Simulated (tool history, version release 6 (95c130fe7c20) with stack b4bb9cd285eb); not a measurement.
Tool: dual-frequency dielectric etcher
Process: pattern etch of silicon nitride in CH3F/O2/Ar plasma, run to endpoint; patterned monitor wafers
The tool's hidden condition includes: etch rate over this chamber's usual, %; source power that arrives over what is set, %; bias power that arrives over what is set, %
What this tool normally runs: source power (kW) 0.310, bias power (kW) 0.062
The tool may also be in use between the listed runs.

run   hour  source power (kW)  bias power (kW)  wafers since the last listed run  hours since the last wet clean  hours since the last source power generator calibration  hours since the last bias power generator calibration  hours since the last upper electrode change  incoming incoming film thickness, nm  endpoint time (s)
  1    0.0              0.310            0.062                                 0                           172.1                                                   4774.4                                                 4953.8                                       5247.2                                 19.08               34.5
  2   59.4              0.310            0.062                               699                           231.5                                                   4833.8                                                 5013.2                                       5306.6                                 19.16               35.1
  3   93.5              0.310            0.062                               401                           265.6                                                   4867.9                                                 5047.3                                       5340.7                                 19.10               34.6
  4  107.2              0.310            0.062                               161                           279.3                                                   4881.6                                                 5061.0                                       5354.4                                 19.22               34.8
  5  127.9              0.310            0.062                               243                           300.0                                                   4902.3                                                 5081.7                                       5375.1                                 19.11               34.7
  6  147.5              0.310            0.051                               230                           319.6                                                   4921.9                                                 5101.3                                       5394.7                                 19.09               39.1
  7  165.2              0.310            0.051                               208                           337.3                                                   4939.6                                                 5119.0                                       5412.4                                 19.13               38.5
  8  196.4              0.310            0.051                               367                           368.5                                                   4970.8                                                 5150.2                                       5443.6                                 19.21               39.3
     230.3  -- wet clean of the chamber
  9  230.8              0.250            0.062                               122                             0.5                                                   5005.2                                                 5184.6                                       5478.0                                 19.00               37.1
 10  255.7              0.250            0.062                               293                            25.4                                                   5030.1                                                 5209.5                                       5502.9                                 19.09               37.0
 11  276.3              0.350            0.062                               242                            46.0                                                   5050.7                                                 5230.1                                       5523.5                                 19.13               33.2
 12  302.8              0.350            0.062                               311                            72.5                                                   5077.2                                                 5256.6                                       5550.0                                 19.08               33.6
 13  322.7              0.350            0.062                               234                            92.4                                                   5097.1                                                 5276.5                                       5569.9                                 19.01               33.6
 14  357.3              0.310            0.066                               407                           127.0                                                   5131.7                                                 5311.1                                       5604.5                                 19.03               33.9
     410.0  -- source power generator calibrated
 15  410.5              0.310            0.066                               579                           180.2                                                      0.5                                                 5364.3                                       5657.7                                 19.05               33.3
 16  444.3              0.350            0.077                               397                           214.0                                                     34.3                                                 5398.1                                       5691.5                                 19.12               30.0
     476.8  -- upper electrode replaced
 17  477.3              0.310            0.062                               105                           247.0                                                     67.3                                                 5431.1                                          0.5                                 19.14               34.9
 18  479.2              0.260            0.077                                22                           248.9                                                     69.2                                                 5433.0                                          2.4                                 19.20               32.8
 19  492.9              0.390            0.072                               161                           262.6                                                     82.9                                                 5446.7                                         16.1                                 19.09               29.8
 20  508.4              0.360            0.047                               182                           278.1                                                     98.4                                                 5462.2                                         31.6                                 19.06               38.8
     530.4  -- bias power generator calibrated
 21  539.6              0.260            0.049                               320                           309.3                                                    129.6                                                    9.2                                         62.8                                 19.12               41.9
 22  557.2              0.260            0.051                               207                           326.9                                                    147.2                                                   26.8                                         80.4                                 19.04               40.8
 23  580.0              0.310            0.068                               268                           349.7                                                    170.0                                                   49.6                                        103.2                                 19.08               32.8
     629.9  -- wet clean of the chamber
 24  630.4              0.330            0.068                               310                             0.5                                                    220.4                                                  100.0                                        153.6                                 19.31               33.0
 25  696.3              0.270            0.048                               775                            66.4                                                    286.3                                                  165.9                                        219.5                                 19.04               41.8
 26  725.5              0.230            0.069                               343                            95.6                                                    315.5                                                  195.1                                        248.7                                 19.05               35.3
 27  738.6              0.310            0.062                               154                           108.7                                                    328.6                                                  208.2                                        261.8                                 19.36               34.7
 28  758.2              0.310            0.062                               230                           128.3                                                    348.2                                                  227.8                                        281.4                                 19.20               35.0
 29  774.3              0.280            0.069                               189                           144.4                                                    364.3                                                  243.9                                        297.5                                 19.16               34.0
 30  791.4              0.340            0.048                               201                           161.5                                                    381.4                                                  261.0                                        314.6                                 18.92               38.9
 31  819.5              0.340            0.066                               330                           189.6                                                    409.5                                                  289.1                                        342.7                                 19.10               32.8
 32  847.9              0.380            0.068                               334                           218.0                                                    437.9                                                  317.5                                        371.1                                 18.97               31.0
 33  881.6              0.230            0.046                               396                           251.7                                                    471.6                                                  351.2                                        404.8                                 19.12               44.6
 34  894.2              0.310            0.062                               148                           264.3                                                    484.2                                                  363.8                                        417.4                                 19.16               34.9
 35  919.4              0.280            0.070                               296                           289.5                                                    509.4                                                  389.0                                        442.6                                 19.08               33.5
 36  935.6              0.350            0.051                               190                           305.7                                                    525.6                                                  405.2                                        458.8                                 19.09               37.1

What was the tool's hidden state at every run in the log?
etch rate over this chamber's usual, %: 0 across all the runs
source power that arrives over what is set, %: 0 across all the runs
bias power that arrives over what is set, %: 0 across all the runs
